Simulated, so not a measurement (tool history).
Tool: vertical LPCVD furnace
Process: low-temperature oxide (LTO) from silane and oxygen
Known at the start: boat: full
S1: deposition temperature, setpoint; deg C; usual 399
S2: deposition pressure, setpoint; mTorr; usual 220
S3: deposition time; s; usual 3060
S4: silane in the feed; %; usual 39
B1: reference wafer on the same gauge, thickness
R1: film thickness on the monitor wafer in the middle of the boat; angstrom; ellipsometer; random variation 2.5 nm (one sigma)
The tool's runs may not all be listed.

run   hour   S1   S2    S3  S4      B1      R1
  1      0  399  220  3060  39  395.02  4476.7
  2   35.3  399  220  3060  39     395  4456.1
  3   66.2  399  220  3060  44  394.88    5191
  4     79  393  220  3060  34  395.39  3499.1
  5  108.6  408  245  3060  39   394.9  5443.2
  6  127.6  408  245  3060  39  394.89  5458.1
  7  140.5  399  220  3060  39  395.76  4418.6
  8  166.9  399  220  3060  39  394.86    4492
  9    184  399  185  3060  39  395.81  3735.8
 10  214.8  399  220  3060  39   395.3  4407.7
 11  228.8  399  195  3060  39  394.67  3951.4
 12  255.7  399  220  3060  39  396.44  4470.5
 13  270.7  406  175  2520  46  395.16  3773.8
 14  294.8  399  220  3060  42  395.97  4890.9
     311.2  -- gauge calibrated
 15  330.7  399  220  3060  32   384.9  3348.9
 16  344.2  399  220  3060  39  386.09  4355.6
     431.5  -- silane flow controller replaced
 17    432  399  220  2190  39  385.74  3136.3
 18  457.1  407  220  4260  43  386.53  7458.4
 19  474.1  399  220  3060  39  387.48  4367.9
 20  500.7  408  175  2250  44  387.77  3218.1
     526.4  -- pressure gauge zeroed
 21  526.9  392  190  3690  46  388.75    5060
 22    556  399  220  3810  39  388.21  5422.7
 23  589.6  399  180  3060  39  388.72  3583.2
 24  622.6  399  220  3060  39  389.16    4414
 25  646.9  387  220  3060  43  389.17  4310.7
 26  665.9  399  220  3060  39  389.83  4409.7
 27  688.5  406  170  4020  39  390.08  4837.4
 28  702.8  399  220  3060  39   390.7  4395.4
 29  779.8  399  220  3060  39  389.92    4448
 30  818.8  399  220  3450  39  391.79  4996.5
 31  832.5  399  220  3060  39  390.99  4391.6

Forecast each of these 4 alternatives for the next run:
  A  836.6  399  220  3060  39   ?   ?
  B  836.6  399  170  2100  39   ?   ?
  C  836.6  399  255  3060  39   ?   ?
  D  836.6  404  235  2160  44   ?   ?

run      B1      R1
  A  392.27    4399
  B  392.27  2332.8
  C  392.27  5098.9
  D  392.27  4016.9
Without the tool's hidden state the same runs would have given:
run      R1
  A  4330.7
  B  2296.6
  C  5019.6
  D  3954.5

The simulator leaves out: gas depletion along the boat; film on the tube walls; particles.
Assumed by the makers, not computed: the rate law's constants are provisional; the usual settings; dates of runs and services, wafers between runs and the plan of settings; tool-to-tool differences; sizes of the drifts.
